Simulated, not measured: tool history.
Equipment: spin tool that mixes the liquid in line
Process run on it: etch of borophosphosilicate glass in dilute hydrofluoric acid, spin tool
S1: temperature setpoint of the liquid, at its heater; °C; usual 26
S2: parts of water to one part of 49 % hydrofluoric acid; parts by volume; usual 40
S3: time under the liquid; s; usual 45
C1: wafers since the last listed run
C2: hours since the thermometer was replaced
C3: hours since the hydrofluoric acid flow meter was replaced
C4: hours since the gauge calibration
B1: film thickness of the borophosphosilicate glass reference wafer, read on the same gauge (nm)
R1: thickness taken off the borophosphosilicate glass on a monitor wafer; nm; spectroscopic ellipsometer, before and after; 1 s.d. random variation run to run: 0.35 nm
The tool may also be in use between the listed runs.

{"run": 1, "day": 0.0, "S1": 26, "S2": 40, "S3": 45, "C1": 0, "C2": 2566.8, "C3": 528.7, "C4": 246.3, "B1": 80, "R1": 52.21}
{"run": 2, "day": 0.442, "S1": 26, "S2": 40, "S3": 45, "C1": 90, "C2": 2577.4, "C3": 539.3, "C4": 256.9, "B1": 80, "R1": 52.62}
{"run": 3, "day": 0.762, "S1": 26, "S2": 40, "S3": 45, "C1": 65, "C2": 2585.1, "C3": 547, "C4": 264.6, "B1": 80.02, "R1": 52.92}
{"run": 4, "day": 1.196, "S1": 26, "S2": 40, "S3": 45, "C1": 88, "C2": 2595.5, "C3": 557.4, "C4": 275, "B1": 79.99, "R1": 52.46}
{"run": 5, "day": 1.929, "S1": 26, "S2": 40, "S3": 45, "C1": 150, "C2": 2613.1, "C3": 575, "C4": 292.6, "B1": 79.98, "R1": 53.26}
{"run": 6, "day": 2.217, "S1": 26, "S2": 40, "S3": 45, "C1": 59, "C2": 2620, "C3": 581.9, "C4": 299.5, "B1": 79.99, "R1": 52.33}
{"run": 7, "day": 2.688, "S1": 26, "S2": 40, "S3": 45, "C1": 96, "C2": 2631.3, "C3": 593.2, "C4": 310.8, "B1": 80.01, "R1": 52.36}
{"run": 8, "day": 3.375, "S1": 26, "S2": 35, "S3": 45, "C1": 141, "C2": 2647.8, "C3": 609.7, "C4": 327.3, "B1": 79.99, "R1": 61.04}
{"run": 9, "day": 4.004, "S1": 26, "S2": 35, "S3": 45, "C1": 129, "C2": 2662.9, "C3": 624.8, "C4": 342.4, "B1": 79.98, "R1": 60.8}
{"run": 10, "day": 4.658, "S1": 26, "S2": 40, "S3": 45, "C1": 134, "C2": 2678.6, "C3": 640.5, "C4": 358.1, "B1": 79.99, "R1": 53.06}
{"run": 11, "day": 4.996, "S1": 26, "S2": 40, "S3": 45, "C1": 69, "C2": 2686.7, "C3": 648.6, "C4": 366.2, "B1": 80, "R1": 53.35}
{"run": 12, "day": 5.571, "S1": 21, "S2": 40, "S3": 70, "C1": 118, "C2": 2700.5, "C3": 662.4, "C4": 380, "B1": 80.02, "R1": 67.34}
{"day": 6.171, "done": "thermometer replaced"}
{"run": 13, "day": 6.267, "S1": 29, "S2": 40, "S3": 45, "C1": 134, "C2": 2.3, "C3": 679.1, "C4": 396.7, "B1": 80.01, "R1": 60.59}
{"day": 6.608, "done": "gauge calibrated"}
{"run": 14, "day": 7.358, "S1": 26, "S2": 40, "S3": 65, "C1": 224, "C2": 28.5, "C3": 705.3, "C4": 18, "B1": 79.99, "R1": 76.24}
{"run": 15, "day": 7.95, "S1": 21.5, "S2": 40, "S3": 45, "C1": 121, "C2": 42.7, "C3": 719.5, "C4": 32.2, "B1": 80.01, "R1": 43.61}
{"run": 16, "day": 9.25, "S1": 26, "S2": 40, "S3": 45, "C1": 266, "C2": 73.9, "C3": 750.7, "C4": 63.4, "B1": 80.01, "R1": 53.97}
{"run": 17, "day": 9.921, "S1": 31, "S2": 40, "S3": 45, "C1": 137, "C2": 90, "C3": 766.8, "C4": 79.5, "B1": 80, "R1": 65.22}
{"day": 10.412, "done": "hydrofluoric acid flow meter replaced"}
{"run": 18, "day": 10.471, "S1": 28.5, "S2": 25, "S3": 45, "C1": 104, "C2": 103.2, "C3": 1.4, "C4": 92.7, "B1": 79.97, "R1": 99.94}
{"run": 19, "day": 11.379, "S1": 30, "S2": 60, "S3": 30, "C1": 186, "C2": 125, "C3": 23.2, "C4": 114.5, "B1": 80.01, "R1": 28.28}
{"run": 20, "day": 11.896, "S1": 23, "S2": 55, "S3": 25, "C1": 106, "C2": 137.4, "C3": 35.6, "C4": 126.9, "B1": 80.02, "R1": 19.2}
{"day": 12.733, "done": "hydrofluoric acid flow meter replaced, repeated, since the last time left the tool worse"}
{"run": 21, "day": 13.838, "S1": 26, "S2": 25, "S3": 45, "C1": 390, "C2": 184, "C3": 26.5, "C4": 173.5, "B1": 80, "R1": 82.04}
{"run": 22, "day": 14.421, "S1": 26, "S2": 40, "S3": 45, "C1": 119, "C2": 198, "C3": 40.5, "C4": 187.5, "B1": 79.99, "R1": 50.07}
{"run": 23, "day": 14.958, "S1": 30.5, "S2": 45, "S3": 70, "C1": 110, "C2": 210.9, "C3": 53.4, "C4": 200.4, "B1": 80.01, "R1": 83.26}

4 options for the next run, each taken on its own from the tool as it stands now. Forecast them:
{"run": "A", "day": 14.975, "S1": 26, "S2": 40, "S3": 45, "C1": 3, "C2": 211.3, "C3": 53.8, "C4": 200.8, "B1": "?", "R1": "?"}
{"run": "B", "day": 14.975, "S1": 21.5, "S2": 35, "S3": 70, "C1": 3, "C2": 211.3, "C3": 53.8, "C4": 200.8, "B1": "?", "R1": "?"}
{"run": "C", "day": 14.975, "S1": 29, "S2": 40, "S3": 35, "C1": 3, "C2": 211.3, "C3": 53.8, "C4": 200.8, "B1": "?", "R1": "?"}
{"run": "D", "day": 14.975, "S1": 30, "S2": 40, "S3": 60, "C1": 3, "C2": 211.3, "C3": 53.8, "C4": 200.8, "B1": "?", "R1": "?"}

run=A B1=79.97 R1=49.93
run=B B1=79.97 R1=74.09
run=C B1=79.97 R1=43.84
run=D B1=79.97 R1=78.2
With no hidden state in the tool, these same runs would have given:
run=A R1=49.66
run=B R1=73.69
run=C R1=43.6
run=D R1=77.78

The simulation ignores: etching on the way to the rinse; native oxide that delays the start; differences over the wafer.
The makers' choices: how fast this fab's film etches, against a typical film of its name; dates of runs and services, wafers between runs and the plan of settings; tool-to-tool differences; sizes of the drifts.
